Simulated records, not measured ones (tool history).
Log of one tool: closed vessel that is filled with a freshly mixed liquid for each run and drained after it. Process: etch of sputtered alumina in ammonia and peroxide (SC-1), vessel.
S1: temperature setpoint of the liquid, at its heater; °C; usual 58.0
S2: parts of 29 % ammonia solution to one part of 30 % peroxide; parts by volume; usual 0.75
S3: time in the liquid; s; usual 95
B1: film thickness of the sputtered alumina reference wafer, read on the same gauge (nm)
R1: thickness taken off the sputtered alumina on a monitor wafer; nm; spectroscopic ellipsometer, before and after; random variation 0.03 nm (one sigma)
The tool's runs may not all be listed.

run,hour,S1,S2,S3,B1,R1
1,0.0,58.0,0.75,95,119.98,6.07
# hour 54.7: gauge calibrated
2,57.6,60.0,0.45,95,120.01,6.50
3,95.3,60.0,0.45,95,120.01,6.45
4,166.0,60.0,0.45,95,120.00,6.51
5,192.0,55.0,0.40,75,120.01,3.90
6,224.5,58.0,1.10,95,119.98,6.38
7,261.6,58.0,0.95,125,119.99,8.30
# hour 304.1: ammonia flow meter replaced
8,307.0,63.0,0.75,95,120.01,8.01
9,388.9,58.0,0.75,95,120.00,6.22
10,459.8,58.0,0.75,95,120.01,6.22
11,501.8,61.5,0.75,125,119.99,9.82
12,551.3,58.0,0.75,55,120.00,3.62
13,592.0,60.5,1.00,45,120.00,3.46
14,657.2,62.0,0.45,125,120.02,9.56
# hour 672.0: new drum of ammonia solution connected
15,684.8,53.5,0.75,95,120.01,4.93
16,864.8,51.0,0.40,140,120.01,6.06
17,893.5,54.0,1.00,40,120.01,2.20
18,944.0,58.0,0.75,95,120.01,6.33
19,998.9,58.0,0.95,125,120.00,8.49
20,1069.4,58.0,0.85,45,119.99,3.05
21,1136.9,48.5,0.55,50,119.99,1.95
22,1292.6,58.0,0.40,95,119.98,6.09
23,1345.1,58.0,0.75,70,120.01,4.74
24,1393.5,54.5,0.55,115,120.02,6.28
# hour 1406.5: gauge calibrated
25,1424.3,51.0,1.05,50,120.01,2.39
26,1451.5,58.0,0.75,95,120.02,6.46
27,1481.5,52.5,0.95,80,119.98,4.18
# hour 1483.6: thermometer replaced
28,1525.3,58.0,0.75,40,120.00,2.60

4 ways to go on from here, each from the tool as it stands after run 28. What would each give?
A,1526.0,58.0,0.75,95,?,?
B,1526.0,65.5,0.75,95,?,?
C,1526.0,50.0,0.75,130,?,?
D,1526.0,63.5,0.95,95,?,?

run,B1,R1
A,119.99,6.16
B,119.99,9.01
C,119.99,5.50
D,119.99,8.34
Without the tool's hidden state the same runs would have given:
run,R1
A,6.10
B,8.93
C,5.45
D,8.27

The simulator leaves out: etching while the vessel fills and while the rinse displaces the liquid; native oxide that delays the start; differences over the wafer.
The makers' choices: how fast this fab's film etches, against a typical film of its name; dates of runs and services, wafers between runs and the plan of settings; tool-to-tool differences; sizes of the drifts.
